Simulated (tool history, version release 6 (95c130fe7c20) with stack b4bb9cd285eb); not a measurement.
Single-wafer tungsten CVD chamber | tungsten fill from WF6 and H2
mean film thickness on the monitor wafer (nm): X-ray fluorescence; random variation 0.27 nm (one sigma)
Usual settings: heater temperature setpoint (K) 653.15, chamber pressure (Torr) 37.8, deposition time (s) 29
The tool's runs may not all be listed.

run,day,heater temperature setpoint (K),chamber pressure (Torr),deposition time (s),"read-back reference wafer on the same gauge, thickness_nm",mean film thickness on the monitor wafer (nm)
1,0,653.15,30.3,29,59.629,67.308
2,0.717,653.15,37.8,29,59.582,73.949
3,1.4,653.15,44.2,29,59.554,79.287
4,1.8,653.15,44.2,29,59.499,79.31
5,2.279,653.15,44.2,29,59.635,79.116
6,2.529,653.15,37.8,29,59.539,74.539
7,2.879,653.15,37.8,29,59.589,74.325
# day 3.258: showerhead replaced
8,3.417,653.15,37.8,29,59.689,74.034
9,3.983,653.15,37.8,29,59.667,74.537
10,4.35,653.15,37.8,29,59.578,74.45
11,4.65,653.15,37.8,29,59.665,74.962
12,5.2,653.15,37.8,33.4,59.601,86.147
13,5.617,653.15,37.8,33.4,59.586,86.107
14,6.2,653.15,37.8,33.4,59.58,85.586
15,6.5,644.15,37.8,29,59.594,63.406
# day 7.1: thermocouple changed; heater temperature recalibrated
16,7.121,653.15,44.2,29,59.519,73.617
# day 7.725: capacitance manometer re-zeroed and calibrated
17,7.746,646.15,37.8,32.6,59.704,67.965
# day 8.054: gauge calibrated
18,8.275,653.15,37.8,24.7,59.575,58.415
19,8.908,653.15,37.8,31,59.586,73.858
20,9.333,639.15,40.7,34.6,59.463,65.627
21,9.596,653.15,37.8,34.2,59.65,80.783
22,10.012,659.15,45.1,33.4,59.646,94.538
23,10.742,640.15,37.8,24.8,59.602,46.542
24,11.271,653.15,37.8,29,59.601,69.077
25,11.658,653.15,37.8,29,59.626,69.636
26,12.35,653.15,37.8,29,59.633,68.973
27,12.675,664.15,30.9,30.5,59.655,81.011
28,13.117,653.15,37.8,29,59.596,69.342
29,13.833,653.15,30.6,25,59.539,54.827
30,14.454,653.15,32.2,30.8,59.704,68.96
31,14.946,653.15,37.8,27.2,59.507,65.494
32,15.604,653.15,37.8,27.5,59.646,66.143
33,16.175,658.15,42.9,29,59.541,79.703
34,16.504,663.15,37.8,29,59.598,82.271
35,17.217,657.15,47,25.9,59.572,72.791

The same runs without the tool's hidden state, with the same run-to-run variation:
The hidden state here: wafer temperature above the value expected at the setpoint (K); true pressure above the setpoint (%); gauge reads high (%).
run,mean film thickness on the monitor wafer (nm)
1,61.396
2,67.406
3,72.223
4,72.216
5,72.006
6,67.823
7,67.605
8,67.304
9,67.724
10,67.621
11,68.066
12,78.18
13,78.111
14,77.594
15,57.253
16,72.461
17,66.821
18,57.432
19,72.57
20,64.379
21,79.32
22,92.814
23,45.591
24,67.713
25,68.234
26,67.538
27,79.375
28,67.847
29,53.607
30,67.383
31,63.966
32,64.557
33,77.773
34,80.281
35,70.951

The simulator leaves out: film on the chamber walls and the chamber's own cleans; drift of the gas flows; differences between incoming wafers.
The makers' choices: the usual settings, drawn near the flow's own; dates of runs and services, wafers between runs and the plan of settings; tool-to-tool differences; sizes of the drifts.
